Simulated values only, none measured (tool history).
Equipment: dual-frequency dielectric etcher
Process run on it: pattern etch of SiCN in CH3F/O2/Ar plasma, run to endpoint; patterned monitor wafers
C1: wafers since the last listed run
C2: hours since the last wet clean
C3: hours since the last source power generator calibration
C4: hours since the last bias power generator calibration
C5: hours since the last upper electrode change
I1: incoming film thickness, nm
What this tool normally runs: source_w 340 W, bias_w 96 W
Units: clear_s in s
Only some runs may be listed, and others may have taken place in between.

Run 1, hour 0.0: usual settings but source_w 360 W; C1 0; C2 251.5; C3 2483.6; C4 3014.9; C5 4946.6; I1 11.33. Result: clear_s 26.4 s.
Run 2, hour 15.7: usual settings but source_w 360 W; C1 295; C2 267.2; C3 2499.3; C4 3030.6; C5 4962.3; I1 11.36. Result: clear_s 26.4 s.
Run 3, hour 25.0: usual settings but bias_w 109 W; C1 175; C2 276.5; C3 2508.6; C4 3039.9; C5 4971.6; I1 11.33. Result: clear_s 26.2 s.
Run 4, hour 40.3: usual settings but bias_w 109 W; C1 288; C2 291.8; C3 2523.9; C4 3055.2; C5 4986.9; I1 11.34. Result: clear_s 26.4 s.
At hour 72.6: bias power generator calibrated.
Run 5, hour 82.2: usual settings but bias_w 109 W; C1 713; C2 333.7; C3 2565.8; C4 9.6; C5 5028.8; I1 11.37. Result: clear_s 26.2 s.
Run 6, hour 98.8: usual settings; C1 312; C2 350.3; C3 2582.4; C4 26.2; C5 5045.4; I1 11.27. Result: clear_s 27.0 s.
Run 7, hour 111.1: usual settings; C1 231; C2 362.6; C3 2594.7; C4 38.5; C5 5057.7; I1 11.37. Result: clear_s 26.8 s.
At hour 137.1: wet clean of the chamber.
Run 8, hour 137.6: usual settings; C1 47; C2 0.5; C3 2621.2; C4 65.0; C5 5084.2; I1 11.37. Result: clear_s 27.9 s.
Run 9, hour 138.0: usual settings but bias_w 107 W; C1 7; C2 0.9; C3 2621.6; C4 65.4; C5 5084.6; I1 11.32. Result: clear_s 27.2 s.
Run 10, hour 143.2: usual settings but bias_w 107 W; C1 97; C2 6.1; C3 2626.8; C4 70.6; C5 5089.8; I1 11.26. Result: clear_s 26.9 s.
Run 11, hour 156.7: usual settings; C1 254; C2 19.6; C3 2640.3; C4 84.1; C5 5103.3; I1 11.28. Result: clear_s 27.7 s.
Run 12, hour 174.3: usual settings; C1 331; C2 37.2; C3 2657.9; C4 101.7; C5 5120.9; I1 11.27. Result: clear_s 27.5 s.
Run 13, hour 187.7: usual settings but source_w 310 W, bias_w 108 W; C1 252; C2 50.6; C3 2671.3; C4 115.1; C5 5134.3; I1 11.41. Result: clear_s 28.5 s.
Run 14, hour 205.5: usual settings but source_w 260 W, bias_w 87 W; C1 335; C2 68.4; C3 2689.1; C4 132.9; C5 5152.1; I1 11.35. Result: clear_s 33.0 s.
Run 15, hour 216.2: usual settings but source_w 310 W; C1 201; C2 79.1; C3 2699.8; C4 143.6; C5 5162.8; I1 11.24. Result: clear_s 28.8 s.
At hour 246.3: upper electrode replaced.
Run 16, hour 246.8: usual settings; C1 124; C2 109.7; C3 2730.4; C4 174.2; C5 0.5; I1 11.28. Result: clear_s 27.5 s.
Run 17, hour 247.1: usual settings but source_w 410 W, bias_w 117 W; C1 5; C2 110.0; C3 2730.7; C4 174.5; C5 0.8; I1 11.29. Result: clear_s 23.9 s.
Run 18, hour 247.5: usual settings but source_w 290 W, bias_w 74 W; C1 7; C2 110.4; C3 2731.1; C4 174.9; C5 1.2; I1 11.33. Result: clear_s 31.7 s.
Run 19, hour 256.1: usual settings but source_w 390 W, bias_w 110 W; C1 161; C2 119.0; C3 2739.7; C4 183.5; C5 9.8; I1 11.32. Result: clear_s 24.8 s.
Run 20, hour 264.6: usual settings but source_w 310 W; C1 160; C2 127.5; C3 2748.2; C4 192.0; C5 18.3; I1 11.24. Result: clear_s 28.6 s.
At hour 285.0: source power generator calibrated.
Run 21, hour 285.5: usual settings; C1 318; C2 148.4; C3 0.5; C4 212.9; C5 39.2; I1 11.30. Result: clear_s 27.4 s.
Run 22, hour 289.4: usual settings but source_w 310 W, bias_w 81 W; C1 73; C2 152.3; C3 4.4; C4 216.8; C5 43.1; I1 11.37. Result: clear_s 30.1 s.
Run 23, hour 298.3: usual settings; C1 167; C2 161.2; C3 13.3; C4 225.7; C5 52.0; I1 11.21. Result: clear_s 27.3 s.
Run 24, hour 310.9: usual settings but source_w 390 W, bias_w 110 W; C1 237; C2 173.8; C3 25.9; C4 238.3; C5 64.6; I1 11.22. Result: clear_s 24.7 s.
Run 25, hour 319.0: usual settings but bias_w 114 W; C1 152; C2 181.9; C3 34.0; C4 246.4; C5 72.7; I1 11.37. Result: clear_s 26.5 s.
Run 26, hour 332.4: usual settings; C1 252; C2 195.3; C3 47.4; C4 259.8; C5 86.1; I1 11.30. Result: clear_s 27.4 s.
Run 27, hour 349.6: usual settings but source_w 290 W, bias_w 78 W; C1 323; C2 212.5; C3 64.6; C4 277.0; C5 103.3; I1 11.26. Result: clear_s 31.0 s.
Run 28, hour 362.8: usual settings but source_w 390 W; C1 248; C2 225.7; C3 77.8; C4 290.2; C5 116.5; I1 11.18. Result: clear_s 25.1 s.
Run 29, hour 379.1: usual settings but source_w 280 W, bias_w 88 W; C1 307; C2 242.0; C3 94.1; C4 306.5; C5 132.8; I1 11.32. Result: clear_s 30.9 s.
Run 30, hour 386.0: usual settings but source_w 260 W, bias_w 89 W; C1 129; C2 248.9; C3 101.0; C4 313.4; C5 139.7; I1 11.37. Result: clear_s 32.2 s.
Run 31, hour 392.0: usual settings but source_w 290 W; C1 113; C2 254.9; C3 107.0; C4 319.4; C5 145.7; I1 11.23. Result: clear_s 29.5 s.
Run 32, hour 401.8: usual settings; C1 184; C2 264.7; C3 116.8; C4 329.2; C5 155.5; I1 11.45. Result: clear_s 27.4 s.
Run 33, hour 416.9: usual settings; C1 284; C2 279.8; C3 131.9; C4 344.3; C5 170.6; I1 11.28. Result: clear_s 27.1 s.
Run 34, hour 453.7: usual settings; C1 693; C2 316.6; C3 168.7; C4 381.1; C5 207.4; I1 11.24. Result: clear_s 26.9 s.

5 ways to go on from here, each from the tool as it stands after run 34. What would each give?
Run A, hour 454.1: usual settings but source_w 300 W; C1 7; C2 317.0; C3 169.1; C4 381.5; C5 207.8; I1 11.43. Result: clear_s ?.
Run B, hour 454.1: usual settings but source_w 310 W, bias_w 75 W; C1 7; C2 317.0; C3 169.1; C4 381.5; C5 207.8; I1 11.43. Result: clear_s ?.
Run C, hour 454.1: usual settings but source_w 370 W, bias_w 76 W; C1 7; C2 317.0; C3 169.1; C4 381.5; C5 207.8; I1 11.43. Result: clear_s ?.
Run D, hour 454.1: usual settings but source_w 270 W, bias_w 108 W; C1 7; C2 317.0; C3 169.1; C4 381.5; C5 207.8; I1 11.43. Result: clear_s ?.
Run E, hour 454.1: usual settings but source_w 280 W; C1 7; C2 317.0; C3 169.1; C4 381.5; C5 207.8; I1 11.43. Result: clear_s ?.

run  clear_s
  A     29.3
  B     30.2
  C     27.5
  D     30.3
  E     30.4
Take away the tool's hidden state, keep each run's random variation, and the runs would have read:
run  clear_s
  A     29.9
  B     30.9
  C     28.1
  D     31.0
  E     31.1
